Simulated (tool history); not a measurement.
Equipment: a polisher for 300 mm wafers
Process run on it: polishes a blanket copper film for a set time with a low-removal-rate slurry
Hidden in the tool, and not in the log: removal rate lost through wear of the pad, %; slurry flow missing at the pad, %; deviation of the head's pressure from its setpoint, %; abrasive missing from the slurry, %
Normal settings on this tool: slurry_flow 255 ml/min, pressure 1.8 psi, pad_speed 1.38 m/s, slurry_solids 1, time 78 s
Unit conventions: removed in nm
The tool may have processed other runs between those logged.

run	hour	slurry_flow	pressure	pad_speed	slurry_solids	time	wafers since the last listed run	wafers polished on this pad	hours since the slurry nozzle was cleaned	hours since the head pressure was calibrated	hours since the slurry blender was calibrated	incoming thickness of the incoming film, nm	removed
1	0	255	1.8	1.38	1	78	0	859	254.3	53.7	211.7	1043.9	181.8
# hour 12.1: worn pad replaced by a new one
2	43.2	255	1.8	1.38	1	78	386	306	297.5	96.9	254.9	1047.5	175
# hour 65.3: slurry nozzle cleaned
3	68.3	255	1.8	1.38	1	78	237	544	3	122	280	1061.4	174
4	74.5	255	1.8	1.38	1	78	61	605	9.2	128.2	286.2	1052.3	175.8
5	86.2	255	1.8	1.38	1	78	115	721	20.9	139.9	297.9	1074	180
6	100.2	255	1.8	1.38	1	94	138	859	34.9	153.9	311.9	1063.5	216.3
# hour 106.9: worn pad replaced by a new one
7	116.9	255	1.8	1.38	1	94	125	98	51.6	170.6	328.6	1067.4	220.8
8	127	255	1.8	1.38	1	94	99	197	61.7	180.7	338.7	1062.4	224.1
9	134.6	255	1.8	1.38	1.15	86	75	272	69.3	188.3	346.3	1060.2	207.4
10	150.9	255	1.8	1.38	1	78	160	433	85.6	204.6	362.6	1064.6	187.6
11	159	255	1.8	1.38	1	78	79	513	93.7	212.7	370.7	1079.9	184.5
12	173.5	255	1.8	1.38	1	78	143	656	108.2	227.2	385.2	1073.4	186.2
13	181.2	255	1.8	0.9	1	78	75	732	115.9	234.9	392.9	1059.1	122.3
14	189.4	255	1.8	1.38	1	100	80	813	124.1	243.1	401.1	1042.8	241.4
15	200.2	255	1.8	1.38	1	78	106	920	134.9	253.9	411.9	1059.3	188.8
# hour 209.8: worn pad replaced by a new one
16	212.8	340	2	1.38	1.15	103	84	29	147.5	266.5	424.5	1067.6	291.9
17	221	255	2	1.18	1	78	80	110	155.7	274.7	432.7	1056.2	185.1
18	234	335	2.1	1.64	1	57	128	239	168.7	287.7	445.7	1047	199.6
# hour 238.9: head pressure recalibrated
19	244.9	255	1.5	1.22	1	94	87	327	179.6	6	456.6	1073.2	159
20	257.4	255	1.8	1.2	1	78	123	450	192.1	18.5	469.1	1048.6	154.4
21	263.6	255	1.8	1.38	1	78	61	511	198.3	24.7	475.3	1058.9	182
22	272.1	255	1.8	1.38	1	78	83	595	206.8	33.2	483.8	1077.4	178.5
# hour 276: slurry blender recalibrated
23	282.9	255	1.3	1.82	1	85	86	682	217.6	44	6.9	1064.2	182.5
24	295.4	225	1.8	1.18	0.75	78	123	805	230.1	56.5	19.4	1061.1	142.6
25	308.1	255	1.8	1.38	1	78	125	931	242.8	69.2	32.1	1061.9	178.3
# hour 317.1: worn pad replaced by a new one
26	344.1	255	1.8	1.52	1	104	315	266	278.8	105.2	68.1	1064.7	263.9
27	354.6	255	1.8	1.38	1	78	103	370	289.3	115.7	78.6	1060.7	178
28	366.2	295	1.8	0.96	1	78	114	484	300.9	127.3	90.2	1040.2	127.2
29	377.2	230	1.8	1.08	1	96	108	593	311.9	138.3	101.2	1068.1	173.2
30	392.7	290	2.1	1.38	1.15	62	152	746	327.4	153.8	116.7	1064.4	175.5
31	399.7	255	1.8	1.38	1	78	69	815	334.4	160.8	123.7	1069.6	182.8

Here are 3 independent what-if runs from the current tool condition. What would each one return?
A	400.1	180	1.8	1.38	1	78	3	819	334.8	161.2	124.1	1069.2	?
B	400.1	255	1.8	1.38	1	92	3	819	334.8	161.2	124.1	1069.2	?
C	400.1	325	1.3	1.38	1	78	3	819	334.8	161.2	124.1	1069.2	?

run	removed
A	173.9
B	215.6
C	135.2
What these runs would have given with no unlogged condition in the tool:
run	removed
A	171.2
B	212.2
C	133.1

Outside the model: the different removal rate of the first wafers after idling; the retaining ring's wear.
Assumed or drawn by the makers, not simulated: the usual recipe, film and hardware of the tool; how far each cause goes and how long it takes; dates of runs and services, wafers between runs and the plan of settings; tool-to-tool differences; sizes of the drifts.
